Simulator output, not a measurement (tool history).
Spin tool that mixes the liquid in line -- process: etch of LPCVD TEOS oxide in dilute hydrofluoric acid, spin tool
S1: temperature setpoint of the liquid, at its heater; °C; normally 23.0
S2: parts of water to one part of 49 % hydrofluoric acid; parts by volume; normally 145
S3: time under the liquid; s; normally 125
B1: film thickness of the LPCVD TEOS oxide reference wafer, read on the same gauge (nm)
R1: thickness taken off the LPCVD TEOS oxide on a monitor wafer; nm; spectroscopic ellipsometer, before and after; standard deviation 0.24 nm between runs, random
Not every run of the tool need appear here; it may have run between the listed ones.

run 1 hour=0.0 | S1=23.0 S2=145 S3=125 | B1=80.00 | R1=28.08
run 2 hour=25.1 | S1=23.0 S2=145 S3=125 | B1=79.98 | R1=27.67
run 3 hour=54.7 | S1=23.0 S2=145 S3=125 | B1=80.02 | R1=27.73
run 4 hour=69.6 | S1=23.0 S2=145 S3=125 | B1=79.98 | R1=28.12
run 5 hour=86.8 | S1=23.0 S2=145 S3=125 | B1=80.01 | R1=27.86
run 6 hour=121.1 | S1=24.5 S2=145 S3=125 | B1=79.99 | R1=29.11
run 7 hour=155.1 | S1=24.5 S2=145 S3=125 | B1=80.00 | R1=29.25
run 8 hour=176.0 | S1=23.0 S2=145 S3=125 | B1=79.98 | R1=27.54
-- hour=178.4 hydrofluoric acid flow meter replaced
run 9 hour=209.8 | S1=23.0 S2=195 S3=100 | B1=80.00 | R1=17.16
run 10 hour=243.3 | S1=26.5 S2=145 S3=105 | B1=80.02 | R1=28.88
run 11 hour=262.8 | S1=19.0 S2=105 S3=125 | B1=79.97 | R1=36.80
run 12 hour=284.4 | S1=21.5 S2=100 S3=150 | B1=80.00 | R1=52.43
run 13 hour=307.0 | S1=25.5 S2=145 S3=155 | B1=79.96 | R1=41.30
run 14 hour=333.0 | S1=23.0 S2=165 S3=125 | B1=80.00 | R1=25.39
-- hour=338.4 gauge calibrated
-- hour=346.5 thermometer replaced
run 15 hour=350.5 | S1=26.0 S2=205 S3=155 | B1=79.99 | R1=28.89
run 16 hour=380.8 | S1=23.0 S2=145 S3=125 | B1=79.99 | R1=31.53
run 17 hour=411.5 | S1=19.5 S2=145 S3=125 | B1=79.98 | R1=26.96
run 18 hour=516.1 | S1=23.0 S2=145 S3=125 | B1=80.01 | R1=30.89
run 19 hour=529.7 | S1=23.0 S2=145 S3=125 | B1=80.03 | R1=31.14
run 20 hour=557.5 | S1=23.0 S2=145 S3=125 | B1=79.99 | R1=30.91
run 21 hour=572.9 | S1=25.0 S2=185 S3=150 | B1=80.01 | R1=30.25
run 22 hour=587.1 | S1=26.0 S2=80 S3=150 | B1=79.97 | R1=81.77
run 23 hour=607.5 | S1=18.0 S2=105 S3=180 | B1=80.00 | R1=52.73
run 24 hour=635.1 | S1=23.0 S2=145 S3=125 | B1=79.98 | R1=30.59
run 25 hour=667.9 | S1=25.0 S2=145 S3=175 | B1=79.96 | R1=46.83
run 26 hour=684.7 | S1=25.0 S2=145 S3=175 | B1=80.00 | R1=46.52
run 27 hour=703.2 | S1=19.5 S2=145 S3=95 | B1=79.97 | R1=20.28
run 28 hour=738.7 | S1=20.0 S2=110 S3=125 | B1=80.02 | R1=37.68
run 29 hour=767.7 | S1=23.0 S2=145 S3=175 | B1=80.02 | R1=42.47
run 30 hour=797.5 | S1=23.0 S2=145 S3=125 | B1=79.99 | R1=30.23
run 31 hour=814.2 | S1=23.0 S2=145 S3=125 | B1=79.98 | R1=30.06
run 32 hour=851.8 | S1=26.5 S2=180 S3=125 | B1=80.01 | R1=26.47

Alternative continuations, all from the tool just after run 32; predict every row:
run A hour=852.3 | S1=28.0 S2=145 S3=125 | B1=? | R1=?
run B hour=852.3 | S1=23.0 S2=145 S3=100 | B1=? | R1=?
run C hour=852.3 | S1=23.0 S2=85 S3=160 | B1=? | R1=?
run D hour=852.3 | S1=27.0 S2=145 S3=125 | B1=? | R1=?
run E hour=852.3 | S1=23.0 S2=145 S3=65 | B1=? | R1=?

run=A B1=79.95 R1=36.60
run=B B1=79.95 R1=24.24
run=C B1=79.95 R1=71.10
run=D B1=79.95 R1=35.27
run=E B1=79.95 R1=15.75
Without the tool's unlogged condition, the same runs would have read:
run=A R1=39.44
run=B R1=26.12
run=C R1=76.49
run=D R1=38.00
run=E R1=16.98
